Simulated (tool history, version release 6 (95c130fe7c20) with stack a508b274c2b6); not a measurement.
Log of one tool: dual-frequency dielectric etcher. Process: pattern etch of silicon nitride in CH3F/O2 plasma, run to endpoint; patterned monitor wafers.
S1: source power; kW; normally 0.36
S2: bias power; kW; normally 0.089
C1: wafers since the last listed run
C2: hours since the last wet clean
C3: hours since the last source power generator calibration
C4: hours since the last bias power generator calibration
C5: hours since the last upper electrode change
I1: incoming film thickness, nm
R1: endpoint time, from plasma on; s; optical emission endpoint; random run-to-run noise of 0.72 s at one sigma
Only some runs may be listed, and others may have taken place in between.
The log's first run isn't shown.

run   hour    S1     S2   C1     C2      C3      C4      C5    I1    R1
  2     42  0.36  0.074  282  217.8  2077.5  3950.6  4597.1  84.3  89.7
  3     70  0.36  0.074  188  245.8  2105.5  3978.6  4625.1  84.6  90.1
  4    111  0.36  0.074  276  286.8  2146.5  4019.6  4666.1  83.5  88.8
  5  178.5  0.33  0.097  454  354.3    2214  4087.1  4733.6    84    83
  6  213.8  0.33  0.097  237  389.6  2249.3  4122.4  4768.9  83.6  83.1
  7  249.4  0.33  0.097  239  425.2  2284.9    4158  4804.5  84.9    84
  8  279.6  0.36  0.089  203  455.4  2315.1  4188.2  4834.7  83.6  82.3
  9  327.9  0.36  0.089  325  503.7  2363.4  4236.5    4883  83.2  80.8
 10  352.1  0.39  0.075  163  527.9  2387.6  4260.7  4907.2  83.6  85.1
     419.5  -- wet clean of the chamber
 11    420  0.39  0.075  295    0.5  2455.5  4328.6  4975.1  83.4  87.7
 12  436.6  0.39  0.075  111   17.1  2472.1  4345.2  4991.7  84.1  88.4
 13  477.8  0.36  0.089  277   58.3  2513.3  4386.4  5032.9  83.7    86
 14  546.5  0.36  0.106  462    127    2582  4455.1  5101.6  84.1  78.9
 15  579.2  0.36  0.106  220  159.7  2614.7  4487.8  5134.3  84.8  80.8
 16  645.6  0.36  0.089  447  226.1  2681.1  4554.2  5200.7  83.5  83.7

What will run 17 give?
     678.8  -- upper electrode replaced
 17  695.1  0.36  0.08  171  275.6  2730.6  4603.7  16.3  83.9   ?

R1: 87 s
Without the tool's hidden state the same run would have given R1 89.3 s.
